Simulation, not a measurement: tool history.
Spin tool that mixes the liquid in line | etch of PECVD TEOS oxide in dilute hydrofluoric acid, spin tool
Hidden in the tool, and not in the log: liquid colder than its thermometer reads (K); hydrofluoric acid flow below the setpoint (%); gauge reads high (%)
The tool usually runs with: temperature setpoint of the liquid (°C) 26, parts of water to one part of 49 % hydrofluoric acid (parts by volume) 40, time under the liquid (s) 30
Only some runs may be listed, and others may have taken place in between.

run,day,temperature setpoint of the liquid (°C),parts of water to one part of 49 % hydrofluoric acid (parts by volume),time under the liquid (s),wafers since the last listed run,hours since the thermometer was replaced,hours since the hydrofluoric acid flow meter was replaced,hours since the gauge calibration,"read-back film thickness of the PECVD TEOS oxide reference wafer, read on the same gauge (nm)",thickness taken off the PECVD TEOS oxide on a monitor wafer (angstrom)
1,0,26,40,40,0,1351,981.3,428.9,39.98,220.7
2,2.525,26,40,30,775,1411.6,1041.9,489.5,40,165.2
3,5.25,26,40,30,836,1477,1107.3,554.9,40,165.3
4,8.746,22.5,40,20,1073,1560.9,1191.2,638.8,40,95
5,10.662,27,40,30,588,1606.9,1237.2,684.8,40.03,170.7
# day 11.808: gauge calibrated
6,12.258,26,40,30,490,1645.2,1275.5,10.8,40,163.9
7,16.129,26,40,30,1188,1738.1,1368.4,103.7,40,162.5
8,19.788,26,35,30,1123,1825.9,1456.2,191.5,40.02,188.7
9,22.25,23,25,45,756,1885,1515.3,250.6,39.99,348.7
# day 23.438: thermometer replaced
10,25.262,27,40,30,912,43.8,1587.6,322.9,39.99,176.5
# day 27.462: hydrofluoric acid flow meter replaced
11,28.242,26,30,20,902,115.3,18.7,394.4,40.02,159.2
12,37.575,28.5,30,20,2866,339.3,242.7,618.4,39.99,173.1
# day 37.858: gauge calibrated
13,41.196,28.5,45,30,1111,426.2,329.6,80.1,40,168.6

Run 14 is up next; what results do you expect?
14,43.146,26,40,30,598,473,376.4,126.9,?,?

Logged for run 14: read-back film thickness of the PECVD TEOS oxide reference wafer, read on the same gauge (nm) 39.98, thickness taken off the PECVD TEOS oxide on a monitor wafer (angstrom) 174.1.
Without the tool's hidden state the same run would have given thickness taken off the PECVD TEOS oxide on a monitor wafer (angstrom) 178.6.
